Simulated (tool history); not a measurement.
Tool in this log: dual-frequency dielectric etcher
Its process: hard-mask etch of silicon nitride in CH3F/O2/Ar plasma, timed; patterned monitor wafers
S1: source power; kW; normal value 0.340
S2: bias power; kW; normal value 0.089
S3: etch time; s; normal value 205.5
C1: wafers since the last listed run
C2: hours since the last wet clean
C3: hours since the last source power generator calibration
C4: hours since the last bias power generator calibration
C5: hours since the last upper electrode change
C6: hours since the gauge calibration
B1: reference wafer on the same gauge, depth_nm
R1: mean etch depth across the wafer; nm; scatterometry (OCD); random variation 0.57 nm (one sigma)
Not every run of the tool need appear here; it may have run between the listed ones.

run,hour,S1,S2,S3,C1,C2,C3,C4,C5,C6,B1,R1
1,0.0,0.340,0.089,205.5,0,150.7,1413.8,2397.1,5926.0,305.3,115.1,135.3
2,17.1,0.340,0.089,205.5,142,167.8,1430.9,2414.2,5943.1,322.4,114.9,135.6
3,26.2,0.340,0.089,205.5,75,176.9,1440.0,2423.3,5952.2,331.5,114.9,135.6
4,34.2,0.340,0.089,205.5,66,184.9,1448.0,2431.3,5960.2,339.5,115.1,136.7
5,51.9,0.340,0.089,243.0,147,202.6,1465.7,2449.0,5977.9,357.2,114.9,161.8
6,68.0,0.340,0.089,243.0,133,218.7,1481.8,2465.1,5994.0,373.3,115.0,160.8
7,74.9,0.340,0.089,243.0,57,225.6,1488.7,2472.0,6000.9,380.2,115.0,161.3
8,92.7,0.340,0.089,205.5,147,243.4,1506.5,2489.8,6018.7,398.0,115.1,136.1
9,108.8,0.340,0.089,205.5,133,259.5,1522.6,2505.9,6034.8,414.1,114.9,136.0
# hour 118.5: bias power generator calibrated
10,125.4,0.340,0.089,205.5,104,276.1,1539.2,6.9,6051.4,430.7,114.9,137.2
11,134.2,0.340,0.089,232.0,73,284.9,1548.0,15.7,6060.2,439.5,115.0,155.1
# hour 142.1: gauge calibrated
12,148.6,0.340,0.089,232.0,119,299.3,1562.4,30.1,6074.6,6.5,115.0,155.5
13,155.2,0.340,0.099,187.0,54,305.9,1569.0,36.7,6081.2,13.1,114.8,131.0
14,168.4,0.340,0.110,205.5,109,319.1,1582.2,49.9,6094.4,26.3,115.1,149.8
15,186.3,0.340,0.070,176.5,148,337.0,1600.1,67.8,6112.3,44.2,115.1,106.9
# hour 197.4: source power generator calibrated
# hour 211.4: wet clean of the chamber
16,211.9,0.380,0.101,260.5,63,0.5,14.5,93.4,6137.9,69.8,115.1,189.0
17,212.3,0.400,0.075,234.5,3,0.9,14.9,93.8,6138.3,70.2,115.1,153.1
18,219.9,0.340,0.089,205.5,63,8.5,22.5,101.4,6145.9,77.8,115.0,134.8
# hour 247.2: upper electrode replaced
19,266.4,0.340,0.100,205.5,187,55.0,69.0,147.9,19.2,124.3,115.0,142.3
20,283.6,0.390,0.089,205.5,142,72.2,86.2,165.1,36.4,141.5,115.1,144.4
21,294.3,0.290,0.103,205.5,88,82.9,96.9,175.8,47.1,152.2,115.1,136.1
22,304.6,0.400,0.076,257.5,85,93.2,107.2,186.1,57.4,162.5,115.0,170.4
23,319.3,0.340,0.109,205.5,122,107.9,121.9,200.8,72.1,177.2,115.1,149.0
24,330.7,0.340,0.080,169.5,94,119.3,133.3,212.2,83.5,188.6,115.1,107.0
25,340.8,0.340,0.089,145.0,83,129.4,143.4,222.3,93.6,198.7,115.0,96.2
26,358.7,0.340,0.089,205.5,148,147.3,161.3,240.2,111.5,216.6,115.1,136.1
27,369.4,0.340,0.089,243.0,88,158.0,172.0,250.9,122.2,227.3,114.9,162.0
28,410.4,0.410,0.098,205.5,340,199.0,213.0,291.9,163.2,268.3,115.0,154.6
29,425.7,0.290,0.077,205.5,127,214.3,228.3,307.2,178.5,283.6,115.1,120.0
30,440.5,0.310,0.089,205.5,123,229.1,243.1,322.0,193.3,298.4,115.1,133.0

For each run, what was the tool's unlogged condition?
source power that arrives over what is set, %: 0 across all the runs
bias power that arrives over what is set, %: 0 across all the runs
gauge reads high (%): 0 across all the runs
H1: etch rate over this chamber's usual, %
run,H1
1,0.901
2,1.02
3,1.08
4,1.14
5,1.26
6,1.38
7,1.43
8,1.55
9,1.66
10,1.78
11,1.84
12,1.94
13,1.99
14,2.08
15,2.21
16,0.282
17,0.284
18,0.338
19,0.664
20,0.784
21,0.859
22,0.932
23,1.03
24,1.11
25,1.19
26,1.31
27,1.39
28,1.67
29,1.78
30,1.88
